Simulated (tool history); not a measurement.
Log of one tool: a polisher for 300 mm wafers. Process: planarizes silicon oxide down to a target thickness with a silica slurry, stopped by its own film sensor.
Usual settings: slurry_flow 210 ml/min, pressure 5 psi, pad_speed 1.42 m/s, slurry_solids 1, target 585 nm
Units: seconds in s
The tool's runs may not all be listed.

run,hour,slurry_flow,pressure,pad_speed,slurry_solids,target,wafers since the last listed run,wafers polished on this pad,hours since the slurry nozzle was cleaned,hours since the head pressure was calibrated,hours since the slurry blender was calibrated,hours since the conditioning disc was replaced,"incoming thickness of the incoming film, nm",seconds
1,0,210,5,1.42,1,585,0,568,208.2,357.5,126.6,447,1045.8,77.7
# hour 4.6: head pressure recalibrated
# hour 21: conditioning disc replaced and pad reconditioned
2,64.8,165,5.5,1.42,1,585,526,1094,273,60.2,191.4,43.8,1053.5,79.1
# hour 88.4: worn pad replaced by a new one
3,115.9,165,5.5,1.42,1,585,407,237,324.1,111.3,242.5,94.9,1060.7,80.8
# hour 147.9: slurry blender recalibrated
4,182.6,210,5,1.6,1,585,559,797,390.8,178,34.7,161.6,1049,73.8
# hour 216.2: slurry nozzle cleaned
5,228.1,210,5,1.6,1,585,385,1182,11.9,223.5,80.2,207.1,1052.1,68.9
# hour 265.2: worn pad replaced by a new one
6,268.7,210,5,1.42,1,717,316,30,52.5,264.1,120.8,247.7,1048.2,55.6
7,295,210,5,1.42,1,717,227,258,78.8,290.4,147.1,274,1065.7,58.1
8,356.3,210,5,1.42,1,717,530,788,140.1,351.7,208.4,335.3,1045,55.4
# hour 359: slurry blender recalibrated
# hour 374.5: head pressure recalibrated
9,406.6,210,5,1.42,1,686,400,1189,190.4,32.1,47.6,385.6,1059.7,62.2
# hour 430: worn pad replaced by a new one
# hour 460.3: conditioning disc replaced and pad reconditioned
10,569.5,275,5,1.78,1.15,710,1357,1190,353.3,195,210.5,109.2,1054,45.1
# hour 578.9: slurry blender recalibrated
# hour 584.2: worn pad replaced by a new one
# hour 610.2: slurry nozzle cleaned
11,628,210,5,1.42,1,585,445,369,17.8,253.5,49.1,167.7,1063.9,80.7
12,654.6,210,5,1.42,1,585,230,600,44.4,280.1,75.7,194.3,1044.8,76.4
13,720.8,255,5,1.78,0.75,585,572,1172,110.6,346.3,141.9,260.5,1046.3,68.4
# hour 750.9: head pressure recalibrated
# hour 752.9: worn pad replaced by a new one
14,817,165,5,1.72,1,585,797,554,206.8,66.1,238.1,356.7,1061.9,73.6
# hour 838.2: slurry blender recalibrated
15,853.4,210,5,1.64,1,585,297,852,243.2,102.5,15.2,393.1,1056.1,71
16,897.8,165,5,1.1,1.25,585,384,1236,287.6,146.9,59.6,437.5,1054.6,97.7

3 ways to go on from here, each from the tool as it stands after run 16. What would each give?
A,898.3,210,5,1.7,1,585,4,1240,288.1,147.4,60.1,438,1047.5,?
B,898.3,245,5,1.28,1,585,4,1240,288.1,147.4,60.1,438,1047.5,?
C,898.3,210,5.7,1.42,1,472,4,1240,288.1,147.4,60.1,438,1047.5,?

run,seconds
A,68.7
B,84
C,87.2
Without the tool's hidden state the same runs would have given:
run,seconds
A,65.5
B,80.5
C,83.1
